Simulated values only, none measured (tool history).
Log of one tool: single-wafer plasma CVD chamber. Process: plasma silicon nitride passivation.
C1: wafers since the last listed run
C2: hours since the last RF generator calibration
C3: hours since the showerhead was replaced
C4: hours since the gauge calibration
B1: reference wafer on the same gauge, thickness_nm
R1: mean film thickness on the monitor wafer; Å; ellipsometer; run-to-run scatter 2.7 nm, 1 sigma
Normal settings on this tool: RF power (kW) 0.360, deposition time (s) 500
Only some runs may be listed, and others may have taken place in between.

run 1 hour=0.0 | RF_power_(kW)=0.360 deposition_time_(s)=500 | C1=0 C2=44.3 C3=5441.9 C4=296.1 | B1=712.956 | R1=6452.71
run 2 hour=26.4 | RF_power_(kW)=0.360 deposition_time_(s)=500 | C1=99 C2=70.7 C3=5468.3 C4=322.5 | B1=715.060 | R1=6406.63
run 3 hour=40.4 | RF_power_(kW)=0.360 deposition_time_(s)=500 | C1=52 C2=84.7 C3=5482.3 C4=336.5 | B1=713.618 | R1=6384.73
run 4 hour=74.3 | RF_power_(kW)=0.360 deposition_time_(s)=500 | C1=127 C2=118.6 C3=5516.2 C4=370.4 | B1=714.650 | R1=6416.51
run 5 hour=164.5 | RF_power_(kW)=0.360 deposition_time_(s)=465 | C1=339 C2=208.8 C3=5606.4 C4=460.6 | B1=714.850 | R1=5950.22
run 6 hour=186.4 | RF_power_(kW)=0.360 deposition_time_(s)=465 | C1=82 C2=230.7 C3=5628.3 C4=482.5 | B1=714.295 | R1=5996.76
run 7 hour=202.9 | RF_power_(kW)=0.360 deposition_time_(s)=500 | C1=62 C2=247.2 C3=5644.8 C4=499.0 | B1=713.263 | R1=6428.80
run 8 hour=219.8 | RF_power_(kW)=0.360 deposition_time_(s)=500 | C1=63 C2=264.1 C3=5661.7 C4=515.9 | B1=713.095 | R1=6431.19
run 9 hour=259.0 | RF_power_(kW)=0.340 deposition_time_(s)=500 | C1=147 C2=303.3 C3=5700.9 C4=555.1 | B1=713.706 | R1=6320.78
run 10 hour=271.9 | RF_power_(kW)=0.340 deposition_time_(s)=500 | C1=48 C2=316.2 C3=5713.8 C4=568.0 | B1=713.389 | R1=6331.00
run 11 hour=296.8 | RF_power_(kW)=0.340 deposition_time_(s)=500 | C1=93 C2=341.1 C3=5738.7 C4=592.9 | B1=714.062 | R1=6289.09
run 12 hour=330.5 | RF_power_(kW)=0.360 deposition_time_(s)=500 | C1=126 C2=374.8 C3=5772.4 C4=626.6 | B1=712.335 | R1=6423.26
run 13 hour=354.2 | RF_power_(kW)=0.360 deposition_time_(s)=500 | C1=89 C2=398.5 C3=5796.1 C4=650.3 | B1=713.507 | R1=6395.13
run 14 hour=380.7 | RF_power_(kW)=0.360 deposition_time_(s)=500 | C1=99 C2=425.0 C3=5822.6 C4=676.8 | B1=715.334 | R1=6430.68
-- hour=392.0 gauge calibrated
run 15 hour=394.8 | RF_power_(kW)=0.360 deposition_time_(s)=500 | C1=53 C2=439.1 C3=5836.7 C4=2.8 | B1=714.282 | R1=6369.17
-- hour=415.6 showerhead replaced
run 16 hour=416.1 | RF_power_(kW)=0.360 deposition_time_(s)=500 | C1=50 C2=460.4 C3=0.5 C4=24.1 | B1=714.615 | R1=6384.89
run 17 hour=442.8 | RF_power_(kW)=0.360 deposition_time_(s)=500 | C1=100 C2=487.1 C3=27.2 C4=50.8 | B1=714.384 | R1=6402.78
run 18 hour=459.4 | RF_power_(kW)=0.360 deposition_time_(s)=500 | C1=62 C2=503.7 C3=43.8 C4=67.4 | B1=712.972 | R1=6423.53
run 19 hour=481.4 | RF_power_(kW)=0.360 deposition_time_(s)=459 | C1=82 C2=525.7 C3=65.8 C4=89.4 | B1=714.756 | R1=5883.01
run 20 hour=511.5 | RF_power_(kW)=0.360 deposition_time_(s)=500 | C1=113 C2=555.8 C3=95.9 C4=119.5 | B1=713.842 | R1=6361.50
run 21 hour=524.3 | RF_power_(kW)=0.315 deposition_time_(s)=579 | C1=48 C2=568.6 C3=108.7 C4=132.3 | B1=713.611 | R1=7094.76
run 22 hour=545.1 | RF_power_(kW)=0.425 deposition_time_(s)=423 | C1=78 C2=589.4 C3=129.5 C4=153.1 | B1=714.183 | R1=5684.84
run 23 hour=580.1 | RF_power_(kW)=0.300 deposition_time_(s)=573 | C1=131 C2=624.4 C3=164.5 C4=188.1 | B1=713.774 | R1=6912.07
run 24 hour=614.3 | RF_power_(kW)=0.400 deposition_time_(s)=529 | C1=128 C2=658.6 C3=198.7 C4=222.3 | B1=715.277 | R1=6998.50
run 25 hour=636.7 | RF_power_(kW)=0.330 deposition_time_(s)=579 | C1=84 C2=681.0 C3=221.1 C4=244.7 | B1=714.158 | R1=7206.37
run 26 hour=661.8 | RF_power_(kW)=0.360 deposition_time_(s)=500 | C1=94 C2=706.1 C3=246.2 C4=269.8 | B1=714.213 | R1=6347.38
run 27 hour=694.1 | RF_power_(kW)=0.315 deposition_time_(s)=407 | C1=121 C2=738.4 C3=278.5 C4=302.1 | B1=714.170 | R1=4955.38
run 28 hour=712.6 | RF_power_(kW)=0.400 deposition_time_(s)=529 | C1=69 C2=756.9 C3=297.0 C4=320.6 | B1=713.795 | R1=6987.99
run 29 hour=742.3 | RF_power_(kW)=0.305 deposition_time_(s)=462 | C1=111 C2=786.6 C3=326.7 C4=350.3 | B1=714.403 | R1=5601.72
run 30 hour=774.0 | RF_power_(kW)=0.360 deposition_time_(s)=500 | C1=119 C2=818.3 C3=358.4 C4=382.0 | B1=713.686 | R1=6298.69
run 31 hour=789.1 | RF_power_(kW)=0.305 deposition_time_(s)=533 | C1=56 C2=833.4 C3=373.5 C4=397.1 | B1=714.766 | R1=6474.72
-- hour=811.8 RF generator calibrated
run 32 hour=877.7 | RF_power_(kW)=0.405 deposition_time_(s)=530 | C1=303 C2=65.9 C3=462.1 C4=485.7 | B1=714.209 | R1=7096.08
run 33 hour=904.8 | RF_power_(kW)=0.310 deposition_time_(s)=435 | C1=101 C2=93.0 C3=489.2 C4=512.8 | B1=714.314 | R1=5367.86
run 34 hour=936.8 | RF_power_(kW)=0.360 deposition_time_(s)=500 | C1=120 C2=125.0 C3=521.2 C4=544.8 | B1=713.111 | R1=6434.18
run 35 hour=1028.9 | RF_power_(kW)=0.360 deposition_time_(s)=500 | C1=346 C2=217.1 C3=613.3 C4=636.9 | B1=714.832 | R1=6390.15
run 36 hour=1047.9 | RF_power_(kW)=0.430 deposition_time_(s)=541 | C1=71 C2=236.1 C3=632.3 C4=655.9 | B1=714.284 | R1=7386.10

Table of differences, measured result less the result of that run with no hidden state. Run-to-run variation is the same in both. Gauge scatter possibly is not:
Hidden conditions of the tool in this case: delivered RF power above the setpoint (%); gauge reads high (%).
run=1 R1=-4.28
run=2 R1=-4.73
run=3 R1=-5.05
run=4 R1=-6.17
run=5 R1=-10.06
run=6 R1=-11.56
run=7 R1=-13.66
run=8 R1=-15.05
run=9 R1=-18.28
run=10 R1=-19.56
run=11 R1=-22.00
run=12 R1=-26.33
run=13 R1=-29.16
run=14 R1=-32.84
run=15 R1=-34.47
run=16 R1=-37.64
run=17 R1=-41.83
run=18 R1=-44.63
run=19 R1=-44.25
run=20 R1=-53.12
run=21 R1=-61.84
run=22 R1=-53.04
run=23 R1=-72.02
run=24 R1=-80.83
run=25 R1=-88.83
run=26 R1=-83.97
run=27 R1=-71.58
run=28 R1=-106.01
run=29 R1=-91.72
run=30 R1=-111.61
run=31 R1=-119.01
run=32 R1=-9.64
run=33 R1=-7.86
run=34 R1=-10.54
run=35 R1=-15.45
run=36 R1=-19.44
